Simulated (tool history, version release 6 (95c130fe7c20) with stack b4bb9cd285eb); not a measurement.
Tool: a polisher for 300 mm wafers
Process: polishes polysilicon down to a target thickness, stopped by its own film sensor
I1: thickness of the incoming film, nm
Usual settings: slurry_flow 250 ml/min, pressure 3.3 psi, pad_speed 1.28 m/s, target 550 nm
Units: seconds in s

run 1 hour=0 | slurry_flow=250 pressure=3.3 pad_speed=1.28 target=550 | I1=1304.7 | seconds=55.1
-- hour=21 worn pad replaced by a new one
run 2 hour=29.1 | slurry_flow=250 pressure=3.3 pad_speed=1.28 target=550 | I1=1297.8 | seconds=50.4
run 3 hour=50.2 | slurry_flow=250 pressure=3.6 pad_speed=1.28 target=550 | I1=1298.5 | seconds=48.8
run 4 hour=69.6 | slurry_flow=200 pressure=3.3 pad_speed=1.28 target=550 | I1=1304.6 | seconds=55.7
run 5 hour=92.2 | slurry_flow=200 pressure=3.3 pad_speed=1.28 target=550 | I1=1303.3 | seconds=56.5
-- hour=112.9 worn pad replaced by a new one
run 6 hour=125.6 | slurry_flow=250 pressure=3.3 pad_speed=1.1 target=411 | I1=1289.7 | seconds=69
run 7 hour=157.6 | slurry_flow=250 pressure=3.3 pad_speed=1.28 target=550 | I1=1271 | seconds=52
-- hour=186.1 worn pad replaced by a new one
run 8 hour=186.6 | slurry_flow=250 pressure=3.3 pad_speed=1.28 target=550 | I1=1310.5 | seconds=51.1
-- hour=201.7 head pressure recalibrated
run 9 hour=207.4 | slurry_flow=250 pressure=3.3 pad_speed=1.12 target=300 | I1=1303.7 | seconds=79
run 10 hour=233.5 | slurry_flow=195 pressure=4.4 pad_speed=1.28 target=550 | I1=1299.6 | seconds=43.4
-- hour=262.8 slurry nozzle cleaned
-- hour=272 worn pad replaced by a new one
run 11 hour=280.5 | slurry_flow=195 pressure=4.4 pad_speed=1.28 target=550 | I1=1297.3 | seconds=39.2
run 12 hour=295.4 | slurry_flow=290 pressure=2.6 pad_speed=1.28 target=802 | I1=1298.3 | seconds=42.7

Run 13 comes next. What will it give?
run 13 hour=331.3 | slurry_flow=250 pressure=3.8 pad_speed=1.28 target=550 | I1=1294.6 | seconds=?

Run 13 gave seconds 47 s.
Without the tool's hidden state the same run would have given seconds 42.6 s.

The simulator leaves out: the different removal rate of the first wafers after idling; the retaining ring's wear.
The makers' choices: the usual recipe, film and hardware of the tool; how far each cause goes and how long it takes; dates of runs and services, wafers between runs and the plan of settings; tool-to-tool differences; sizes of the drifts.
